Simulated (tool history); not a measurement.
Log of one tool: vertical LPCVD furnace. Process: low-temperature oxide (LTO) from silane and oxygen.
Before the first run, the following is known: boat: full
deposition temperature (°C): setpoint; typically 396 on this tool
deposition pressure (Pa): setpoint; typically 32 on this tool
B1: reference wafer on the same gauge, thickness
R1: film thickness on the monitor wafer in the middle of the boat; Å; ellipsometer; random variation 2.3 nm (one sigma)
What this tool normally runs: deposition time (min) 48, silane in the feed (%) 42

{"run": 1, "hour": 0.0, "deposition temperature (°C)": 396, "deposition pressure (Pa)": 28.7, "deposition time (min)": 48, "silane in the feed (%)": 42, "B1": 467.84, "R1": 4269.9}
{"run": 2, "hour": 31.4, "deposition temperature (°C)": 396, "deposition pressure (Pa)": 32, "deposition time (min)": 48, "silane in the feed (%)": 45, "B1": 467.89, "R1": 5159.3}
{"run": 3, "hour": 64.8, "deposition temperature (°C)": 396, "deposition pressure (Pa)": 32, "deposition time (min)": 48, "silane in the feed (%)": 45, "B1": 467.93, "R1": 5141.4}
{"run": 4, "hour": 79.2, "deposition temperature (°C)": 396, "deposition pressure (Pa)": 32, "deposition time (min)": 48, "silane in the feed (%)": 45, "B1": 467.59, "R1": 5190.3}
{"hour": 107.6, "done": "silane flow controller replaced"}
{"run": 5, "hour": 114.8, "deposition temperature (°C)": 396, "deposition pressure (Pa)": 32, "deposition time (min)": 48, "silane in the feed (%)": 42, "B1": 467.6, "R1": 4932.9}
{"run": 6, "hour": 137.2, "deposition temperature (°C)": 396, "deposition pressure (Pa)": 32, "deposition time (min)": 48, "silane in the feed (%)": 42, "B1": 467.48, "R1": 4944.7}
{"run": 7, "hour": 167.9, "deposition temperature (°C)": 396, "deposition pressure (Pa)": 32, "deposition time (min)": 48, "silane in the feed (%)": 42, "B1": 468.46, "R1": 4911.7}
{"run": 8, "hour": 188.0, "deposition temperature (°C)": 396, "deposition pressure (Pa)": 26, "deposition time (min)": 48, "silane in the feed (%)": 42, "B1": 468.27, "R1": 4007}
{"run": 9, "hour": 221.9, "deposition temperature (°C)": 396, "deposition pressure (Pa)": 26, "deposition time (min)": 48, "silane in the feed (%)": 42, "B1": 468.22, "R1": 4015.2}
{"hour": 252.4, "done": "pressure gauge zeroed"}
{"run": 10, "hour": 252.9, "deposition temperature (°C)": 391, "deposition pressure (Pa)": 37.3, "deposition time (min)": 42.5, "silane in the feed (%)": 35, "B1": 468.02, "R1": 3803.9}
{"run": 11, "hour": 257.4, "deposition temperature (°C)": 396, "deposition pressure (Pa)": 25.3, "deposition time (min)": 32, "silane in the feed (%)": 37, "B1": 468.48, "R1": 2226.3}
{"run": 12, "hour": 281.8, "deposition temperature (°C)": 396, "deposition pressure (Pa)": 32, "deposition time (min)": 48, "silane in the feed (%)": 42, "B1": 468.26, "R1": 4932.6}
{"run": 13, "hour": 294.9, "deposition temperature (°C)": 405, "deposition pressure (Pa)": 32, "deposition time (min)": 48, "silane in the feed (%)": 42, "B1": 468.57, "R1": 5444.2}
{"run": 14, "hour": 319.4, "deposition temperature (°C)": 390, "deposition pressure (Pa)": 24.7, "deposition time (min)": 48, "silane in the feed (%)": 35, "B1": 467.05, "R1": 2807.6}
{"run": 15, "hour": 425.0, "deposition temperature (°C)": 405, "deposition pressure (Pa)": 32, "deposition time (min)": 48, "silane in the feed (%)": 50, "B1": 467.95, "R1": 6449.3}
{"hour": 447.6, "done": "gauge calibrated"}
{"run": 16, "hour": 460.8, "deposition temperature (°C)": 396, "deposition pressure (Pa)": 32, "deposition time (min)": 48, "silane in the feed (%)": 42, "B1": 467.71, "R1": 4912.9}
{"hour": 489.0, "done": "thermocouples replaced and temperature profile calibrated"}
{"run": 17, "hour": 489.5, "deposition temperature (°C)": 396, "deposition pressure (Pa)": 28, "deposition time (min)": 40, "silane in the feed (%)": 35, "B1": 467.55, "R1": 2834.1}
{"run": 18, "hour": 516.7, "deposition temperature (°C)": 389, "deposition pressure (Pa)": 32, "deposition time (min)": 48, "silane in the feed (%)": 45, "B1": 467.42, "R1": 4878.6}
{"run": 19, "hour": 535.1, "deposition temperature (°C)": 384, "deposition pressure (Pa)": 26.7, "deposition time (min)": 32.5, "silane in the feed (%)": 40, "B1": 468.32, "R1": 2265.8}
{"run": 20, "hour": 569.0, "deposition temperature (°C)": 396, "deposition pressure (Pa)": 32, "deposition time (min)": 53, "silane in the feed (%)": 42, "B1": 468.36, "R1": 5334.6}
{"run": 21, "hour": 648.7, "deposition temperature (°C)": 396, "deposition pressure (Pa)": 32, "deposition time (min)": 36, "silane in the feed (%)": 47, "B1": 467.67, "R1": 4070.4}
{"run": 22, "hour": 662.5, "deposition temperature (°C)": 396, "deposition pressure (Pa)": 32, "deposition time (min)": 48, "silane in the feed (%)": 42, "B1": 468.2, "R1": 4807.3}
{"run": 23, "hour": 726.6, "deposition temperature (°C)": 391, "deposition pressure (Pa)": 39.3, "deposition time (min)": 48, "silane in the feed (%)": 42, "B1": 467.22, "R1": 5634.6}
{"run": 24, "hour": 756.1, "deposition temperature (°C)": 396, "deposition pressure (Pa)": 32, "deposition time (min)": 48, "silane in the feed (%)": 42, "B1": 467.23, "R1": 4872.3}
{"run": 25, "hour": 799.6, "deposition temperature (°C)": 405, "deposition pressure (Pa)": 36, "deposition time (min)": 64.5, "silane in the feed (%)": 46, "B1": 467.55, "R1": 8879.8}
{"run": 26, "hour": 820.4, "deposition temperature (°C)": 402, "deposition pressure (Pa)": 28, "deposition time (min)": 37.5, "silane in the feed (%)": 49, "B1": 468.7, "R1": 4170.6}
{"run": 27, "hour": 845.0, "deposition temperature (°C)": 396, "deposition pressure (Pa)": 32, "deposition time (min)": 48, "silane in the feed (%)": 42, "B1": 468.43, "R1": 4836.7}
{"run": 28, "hour": 858.0, "deposition temperature (°C)": 405, "deposition pressure (Pa)": 27.3, "deposition time (min)": 43, "silane in the feed (%)": 36, "B1": 468.27, "R1": 3364.5}
{"run": 29, "hour": 871.4, "deposition temperature (°C)": 386, "deposition pressure (Pa)": 32, "deposition time (min)": 55.5, "silane in the feed (%)": 40, "B1": 467.8, "R1": 4691.3}
{"run": 30, "hour": 890.2, "deposition temperature (°C)": 396, "deposition pressure (Pa)": 32, "deposition time (min)": 48, "silane in the feed (%)": 42, "B1": 468.04, "R1": 4833.8}

Here are 5 independent what-if runs from the current tool condition. What would each one return?
{"run": "A", "hour": 894.7, "deposition temperature (°C)": 396, "deposition pressure (Pa)": 32, "deposition time (min)": 32.5, "silane in the feed (%)": 42, "B1": "?", "R1": "?"}
{"run": "B", "hour": 894.7, "deposition temperature (°C)": 396, "deposition pressure (Pa)": 39.3, "deposition time (min)": 33.5, "silane in the feed (%)": 42, "B1": "?", "R1": "?"}
{"run": "C", "hour": 894.7, "deposition temperature (°C)": 396, "deposition pressure (Pa)": 26, "deposition time (min)": 65.5, "silane in the feed (%)": 46, "B1": "?", "R1": "?"}
{"run": "D", "hour": 894.7, "deposition temperature (°C)": 396, "deposition pressure (Pa)": 25.3, "deposition time (min)": 48, "silane in the feed (%)": 42, "B1": "?", "R1": "?"}
{"run": "E", "hour": 894.7, "deposition temperature (°C)": 386, "deposition pressure (Pa)": 29.3, "deposition time (min)": 35.5, "silane in the feed (%)": 45, "B1": "?", "R1": "?"}

run=A B1=468.64 R1=3277.7
run=B B1=468.64 R1=4152.8
run=C B1=468.64 R1=5945.9
run=D B1=468.64 R1=3832.4
run=E B1=468.64 R1=3178.6
What these runs would have given with no unlogged condition in the tool:
run=A R1=3365.4
run=B R1=4263.9
run=C R1=6076.2
run=D R1=3934.9
run=E R1=3254.8
